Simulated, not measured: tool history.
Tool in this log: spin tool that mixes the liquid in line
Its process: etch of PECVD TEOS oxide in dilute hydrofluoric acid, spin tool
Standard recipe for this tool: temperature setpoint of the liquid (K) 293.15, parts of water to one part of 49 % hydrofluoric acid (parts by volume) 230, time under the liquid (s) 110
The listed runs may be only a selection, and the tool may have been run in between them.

| run | hour | temperature setpoint of the liquid (K) | parts of water to one part of 49 % hydrofluoric acid (parts by volume) | time under the liquid (s) | wafers since the last listed run | hours since the thermometer was replaced | hours since the hydrofluoric acid flow meter was replaced | hours since the gauge calibration | read-back film thickness of the PECVD TEOS oxide reference wafer, read on the same gauge (nm) | thickness taken off the PECVD TEOS oxide on a monitor wafer (angstrom) |
|---|---|---|---|---|---|---|---|---|---|---|
| 1 | 0 | 294.15 | 230 | 95 | 0 | 2382.9 | 206.7 | 1111.2 | 70.03 | 57.9 |
| 2 | 51.7 | 293.15 | 230 | 110 | 321 | 2434.6 | 258.4 | 1162.9 | 70.01 | 65.1 |
| 3 | 137.7 | 293.15 | 230 | 110 | 534 | 2520.6 | 344.4 | 1248.9 | 70.01 | 64.7 |
| 4 | 182.7 | 293.15 | 230 | 110 | 279 | 2565.6 | 389.4 | 1293.9 | 70 | 64 |
| 5 | 232.1 | 293.15 | 230 | 110 | 307 | 2615 | 438.8 | 1343.3 | 69.99 | 63.7 |
| 6 | 271.9 | 293.15 | 230 | 110 | 247 | 2654.8 | 478.6 | 1383.1 | 70 | 64.5 |
|  | 537.5 | thermometer replaced |
| 7 | 546.4 | 293.15 | 230 | 110 | 1700 | 8.9 | 753.1 | 1657.6 | 70.02 | 64.3 |
|  | 612.7 | gauge calibrated |
| 8 | 646 | 293.15 | 230 | 110 | 619 | 108.5 | 852.7 | 33.3 | 70.02 | 64.3 |
| 9 | 745.4 | 293.15 | 230 | 110 | 617 | 207.9 | 952.1 | 132.7 | 70 | 64.2 |
| 10 | 797.5 | 293.15 | 230 | 110 | 323 | 260 | 1004.2 | 184.8 | 70.01 | 64.6 |
| 11 | 850.7 | 293.15 | 230 | 110 | 330 | 313.2 | 1057.4 | 238 | 69.98 | 64.3 |
| 12 | 898.6 | 297.65 | 315 | 45 | 297 | 361.1 | 1105.3 | 285.9 | 69.98 | 20.8 |
|  | 980.1 | hydrofluoric acid flow meter replaced |
| 13 | 993.8 | 290.15 | 230 | 110 | 585 | 456.3 | 13.7 | 381.1 | 70.01 | 57.1 |
| 14 | 1056.2 | 294.65 | 290 | 60 | 387 | 518.7 | 76.1 | 443.5 | 69.99 | 27.9 |
| 15 | 1107.2 | 293.15 | 230 | 110 | 317 | 569.7 | 127.1 | 494.5 | 70 | 64 |
| 16 | 1144.1 | 294.65 | 230 | 110 | 229 | 606.6 | 164 | 531.4 | 69.99 | 67.6 |
| 17 | 1237.9 | 293.15 | 230 | 110 | 583 | 700.4 | 257.8 | 625.2 | 70 | 64.5 |
| 18 | 1328.5 | 290.65 | 195 | 110 | 563 | 791 | 348.4 | 715.8 | 70 | 71.1 |
| 19 | 1380.3 | 290.15 | 320 | 135 | 322 | 842.8 | 400.2 | 767.6 | 70 | 47.2 |
| 20 | 1625.2 | 291.15 | 335 | 50 | 1522 | 1087.7 | 645.1 | 1012.5 | 69.99 | 17 |
| 21 | 1684.9 | 291.15 | 230 | 160 | 371 | 1147.4 | 704.8 | 1072.2 | 69.99 | 86.5 |

Take each entry between the runs: how does the hidden state at the last listed run before it differ from the hidden state at the first listed run after it?
After run 6, before run 7: thermometer replaced (hour 537.5)
  nothing in the hidden state changes from one run to the other
After run 7, before run 8: gauge calibrated (hour 612.7)
  nothing in the hidden state changes from one run to the other
After run 12, before run 13: hydrofluoric acid flow meter replaced (hour 980.1)
  nothing in the hidden state changes from one run to the other
